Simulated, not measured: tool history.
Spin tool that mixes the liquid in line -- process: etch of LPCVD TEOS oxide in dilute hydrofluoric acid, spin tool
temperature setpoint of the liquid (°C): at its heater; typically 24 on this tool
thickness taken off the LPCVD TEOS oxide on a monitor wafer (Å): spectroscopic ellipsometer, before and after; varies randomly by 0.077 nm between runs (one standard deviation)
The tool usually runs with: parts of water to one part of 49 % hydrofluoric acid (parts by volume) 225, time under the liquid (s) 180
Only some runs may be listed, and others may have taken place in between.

run,hour,temperature setpoint of the liquid (°C),parts of water to one part of 49 % hydrofluoric acid (parts by volume),time under the liquid (s),wafers since the last listed run,hours since the thermometer was replaced,hours since the hydrofluoric acid flow meter was replaced,hours since the gauge calibration,"read-back film thickness of the LPCVD TEOS oxide reference wafer, read on the same gauge (nm)",thickness taken off the LPCVD TEOS oxide on a monitor wafer (Å)
1,0,24,225,180,0,2082.6,765.8,803.2,40.01,138.6
2,78.1,24,225,180,355,2160.7,843.9,881.3,40.02,141
3,177.7,24,225,180,453,2260.3,943.5,980.9,40,141.9
4,254.6,24,225,180,350,2337.2,1020.4,1057.8,40.01,140.8
5,292.7,24,225,180,173,2375.3,1058.5,1095.9,40.01,142.8
# hour 333.2: hydrofluoric acid flow meter replaced
# hour 357.3: gauge calibrated
6,471.2,24,140,180,808,2553.8,138,113.9,40.01,239.9
7,542.2,24,140,180,323,2624.8,209,184.9,40.02,239.2
8,620.6,24,255,180,356,2703.2,287.4,263.3,40.01,117.7
9,660.8,24,225,180,183,2743.4,327.6,303.5,40.01,137.9
10,736.1,24,225,180,342,2818.7,402.9,378.8,40.04,137
# hour 742.1: thermometer replaced
11,821.9,24,225,180,386,79.8,488.7,464.6,39.99,138.2
12,870.9,24,265,180,223,128.8,537.7,513.6,40.01,114.4
13,1171.1,27,150,100,1366,429,837.9,813.8,39.99,142
14,1342.8,20.5,225,120,781,600.7,1009.6,985.5,40,83.7
15,1385.1,26,185,115,192,643,1051.9,1027.8,39.97,123.9
# hour 1480.4: hydrofluoric acid flow meter replaced
16,1482.6,29,260,180,439,740.5,2.2,1125.3,40,134.1
# hour 1603.3: gauge calibrated
17,1629.6,28.5,225,85,669,887.5,149.2,26.3,40,75.2
18,1726.1,24,225,180,439,984,245.7,122.8,39.97,138.1
19,1777.5,24,140,180,234,1035.4,297.1,174.2,40,241.1
20,1844.2,28,320,180,303,1102.1,363.8,240.9,40.01,99.6
21,1931.1,24,225,180,395,1189,450.7,327.8,39.98,138.1
22,1970.5,20,225,180,179,1228.4,490.1,367.2,39.97,118.2
23,2266.5,26,225,75,1347,1524.4,786.1,663.2,40.02,62.4

Here are 5 independent what-if runs from the current tool condition. What would each one return?
A,2267,22,225,180,2,1524.9,786.6,663.7,?,?
B,2267,27.5,145,290,2,1524.9,786.6,663.7,?,?
C,2267,28,225,265,2,1524.9,786.6,663.7,?,?
D,2267,20,295,235,2,1524.9,786.6,663.7,?,?
E,2267,21.5,290,135,2,1524.9,786.6,663.7,?,?

run,"read-back film thickness of the LPCVD TEOS oxide reference wafer, read on the same gauge (nm)",thickness taken off the LPCVD TEOS oxide on a monitor wafer (Å)
A,39.99,130.5
B,39.99,436.6
C,39.99,238.5
D,39.99,113.1
E,39.99,70.1
What these runs would have given with no unlogged condition in the tool:
run,thickness taken off the LPCVD TEOS oxide on a monitor wafer (Å)
A,125.4
B,420.2
C,229
D,108.5
E,67.3
